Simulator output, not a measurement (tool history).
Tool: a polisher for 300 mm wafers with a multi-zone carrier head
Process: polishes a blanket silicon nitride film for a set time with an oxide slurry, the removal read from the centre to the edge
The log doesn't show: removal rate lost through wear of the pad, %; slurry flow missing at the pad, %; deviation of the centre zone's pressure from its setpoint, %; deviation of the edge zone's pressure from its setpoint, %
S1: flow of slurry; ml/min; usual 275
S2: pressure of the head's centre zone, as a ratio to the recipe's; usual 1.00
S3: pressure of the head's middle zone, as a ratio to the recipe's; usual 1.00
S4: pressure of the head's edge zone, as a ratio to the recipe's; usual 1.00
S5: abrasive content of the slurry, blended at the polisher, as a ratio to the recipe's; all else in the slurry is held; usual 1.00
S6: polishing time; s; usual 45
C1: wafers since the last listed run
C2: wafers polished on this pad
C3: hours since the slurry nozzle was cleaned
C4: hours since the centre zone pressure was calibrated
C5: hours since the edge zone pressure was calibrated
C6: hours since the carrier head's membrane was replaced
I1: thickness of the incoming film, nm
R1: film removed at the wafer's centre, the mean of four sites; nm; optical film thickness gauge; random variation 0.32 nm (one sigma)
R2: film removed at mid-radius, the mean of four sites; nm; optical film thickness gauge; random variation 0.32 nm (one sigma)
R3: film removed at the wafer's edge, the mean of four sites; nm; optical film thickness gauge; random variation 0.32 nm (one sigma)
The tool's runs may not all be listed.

run	day	S1	S2	S3	S4	S5	S6	C1	C2	C3	C4	C5	C6	I1	R1	R2	R3
1	0.000	275	1.00	1.00	1.00	1.00	45	0	506	406.5	794.2	1067.6	515.1	431.3	21.2	20.5	19.8
2	0.871	275	1.00	1.00	1.00	1.00	45	166	672	427.4	815.1	1088.5	536.0	435.3	20.8	20.0	20.0
# day 0.975: slurry nozzle cleaned
# day 1.675: worn pad replaced by a new one
3	4.983	275	1.00	1.00	1.00	1.00	45	746	633	96.2	913.8	1187.2	634.7	429.8	21.7	20.0	19.8
# day 5.858: worn pad replaced by a new one
4	6.446	275	1.00	1.00	1.00	1.00	45	247	112	131.3	948.9	1222.3	669.8	430.2	22.6	21.7	21.4
5	7.946	275	1.00	1.00	1.00	1.00	45	286	399	167.3	984.9	1258.3	705.8	421.8	21.1	20.7	19.8
6	8.733	275	1.00	1.00	1.00	1.00	45	150	549	186.2	1003.8	1277.2	724.7	427.9	20.8	20.1	19.1
# day 9.796: edge zone pressure recalibrated
7	10.142	275	1.00	1.00	1.00	1.00	45	253	803	220.0	1037.6	8.3	758.5	434.1	21.1	19.4	19.3
8	10.667	275	1.00	1.00	1.00	1.00	45	100	903	232.6	1050.2	20.9	771.1	433.2	20.7	19.5	19.5
# day 11.242: worn pad replaced by a new one
# day 11.783: carrier head's membrane replaced by a new one
9	12.162	275	1.00	0.95	1.00	1.00	45	214	136	268.5	1086.1	56.8	9.1	435.7	22.4	20.5	20.9
# day 13.425: centre zone pressure recalibrated
10	13.642	275	1.00	0.95	1.00	1.00	45	267	403	304.0	5.2	92.3	44.6	432.9	21.0	19.7	20.0
# day 14.833: slurry nozzle cleaned
11	14.971	275	1.00	0.97	1.08	1.30	45	246	649	3.3	37.1	124.2	76.5	426.4	23.4	22.0	22.9
12	15.562	275	1.00	0.96	1.00	1.00	31	113	762	17.5	51.3	138.4	90.7	420.7	13.9	13.3	13.2
# day 16.050: worn pad replaced by a new one
13	16.862	275	1.00	1.09	1.00	0.90	45	216	155	48.7	82.5	169.6	121.9	429.2	21.5	21.8	19.9
14	18.008	315	1.11	1.00	1.00	1.15	45	219	374	76.2	110.0	197.1	149.4	422.3	25.9	22.6	22.1
15	18.546	275	1.00	1.00	0.92	1.00	45	102	477	89.1	122.9	210.0	162.3	432.6	21.2	20.4	19.5
16	19.062	185	1.12	0.95	1.00	0.80	45	98	575	101.5	135.3	222.4	174.7	424.2	19.9	16.2	16.8
17	19.842	275	1.00	1.00	1.00	1.25	45	149	724	120.2	154.0	241.1	193.4	430.7	23.4	22.9	22.5
18	20.667	185	1.12	0.95	1.00	0.80	45	157	882	140.0	173.8	260.9	213.2	433.5	18.9	15.9	16.1
# day 20.996: worn pad replaced by a new one
19	21.267	275	1.00	0.96	1.00	1.00	31	82	51	154.4	188.2	275.3	227.6	436.8	16.5	15.4	15.5
20	22.767	275	1.00	1.00	1.00	1.00	45	286	338	190.4	224.2	311.3	263.6	427.2	22.2	21.0	20.7
21	23.308	275	1.00	1.00	1.00	1.00	31	103	442	203.4	237.2	324.3	276.6	427.9	14.9	14.1	14.0

Forecast each of these 4 alternatives for the next run:
A	23.325	275	1.00	1.00	1.00	1.00	45	3	445	203.8	237.6	324.7	277.0	431.0	?	?	?
B	23.325	275	1.00	1.00	0.90	1.00	59	3	445	203.8	237.6	324.7	277.0	431.0	?	?	?
C	23.325	310	1.00	1.08	0.89	1.10	45	3	445	203.8	237.6	324.7	277.0	431.0	?	?	?
D	23.325	350	1.00	1.11	1.00	1.00	60	3	445	203.8	237.6	324.7	277.0	431.0	?	?	?

run	R1	R2	R3
A	21.4	20.3	19.8
B	28.0	26.7	24.8
C	22.8	22.8	19.9
D	29.3	29.9	26.9
Without the tool's hidden state the same runs would have given:
run	R1	R2	R3
A	24.1	23.0	22.4
B	31.7	30.1	28.0
C	25.7	25.8	22.5
D	33.1	33.7	30.4
